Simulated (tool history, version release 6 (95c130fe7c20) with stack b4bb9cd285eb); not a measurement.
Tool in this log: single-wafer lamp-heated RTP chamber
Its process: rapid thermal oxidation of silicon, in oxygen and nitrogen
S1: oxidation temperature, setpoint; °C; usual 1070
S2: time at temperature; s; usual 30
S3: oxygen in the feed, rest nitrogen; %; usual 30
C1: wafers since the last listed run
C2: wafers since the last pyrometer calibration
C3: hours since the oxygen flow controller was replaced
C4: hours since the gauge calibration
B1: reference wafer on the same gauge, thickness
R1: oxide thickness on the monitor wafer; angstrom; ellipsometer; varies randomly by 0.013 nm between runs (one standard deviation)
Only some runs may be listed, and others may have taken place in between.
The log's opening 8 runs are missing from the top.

| run | day | S1 | S2 | S3 | C1 | C2 | C3 | C4 | B1 | R1 |
|---|---|---|---|---|---|---|---|---|---|---|
| 9 | 21.612 | 1070 | 34 | 30 | 424 | 1349 | 2341.5 | 2126.8 | 5.248 | 53.94 |
| 10 | 24.325 | 1070 | 21 | 17 | 874 | 2223 | 2406.6 | 2191.9 | 5.252 | 37.2 |
| 11 | 26.95 | 1070 | 21 | 17 | 846 | 3070 | 2469.6 | 2254.9 | 5.244 | 37.5 |
| 12 | 29.525 | 1070 | 30 | 30 | 830 | 3900 | 2531.4 | 2316.7 | 5.247 | 51.16 |
| 13 | 31.592 | 1070 | 30 | 30 | 666 | 4566 | 2581 | 2366.3 | 5.243 | 51.07 |
| 14 | 33.875 | 1070 | 30 | 30 | 736 | 5302 | 2635.8 | 2421.1 | 5.252 | 51.16 |
| 15 | 36.571 | 1070 | 30 | 30 | 869 | 6171 | 2700.5 | 2485.8 | 5.25 | 50.96 |
| 16 | 39.254 | 1070 | 30 | 30 | 865 | 7036 | 2764.9 | 2550.2 | 5.254 | 50.97 |
|  | 42.212 | pyrometer window cleaned and pyrometer calibrated |
| 17 | 42.233 | 1070 | 30 | 30 | 852 | 6 | 2836.4 | 2621.7 | 5.248 | 51.16 |
|  | 42.808 | gauge calibrated |
| 18 | 44.096 | 1070 | 30 | 30 | 600 | 607 | 2881.1 | 30.9 | 5.251 | 50.86 |
| 19 | 45.754 | 1077 | 30 | 30 | 534 | 1141 | 2920.9 | 70.7 | 5.248 | 53.64 |
| 20 | 47.717 | 1057 | 36 | 17 | 632 | 1774 | 2968 | 117.8 | 5.247 | 42.18 |

Estimate the outcome of run 21 from the log above:
| 21 | 48.771 | 1070 | 30 | 30 | 339 | 2114 | 2993.3 | 143.1 | ? | ? |

B1: 5.254
R1: 51.11 angstrom
Had the tool carried no hidden state, the very same run would have given R1 51.11 angstrom.

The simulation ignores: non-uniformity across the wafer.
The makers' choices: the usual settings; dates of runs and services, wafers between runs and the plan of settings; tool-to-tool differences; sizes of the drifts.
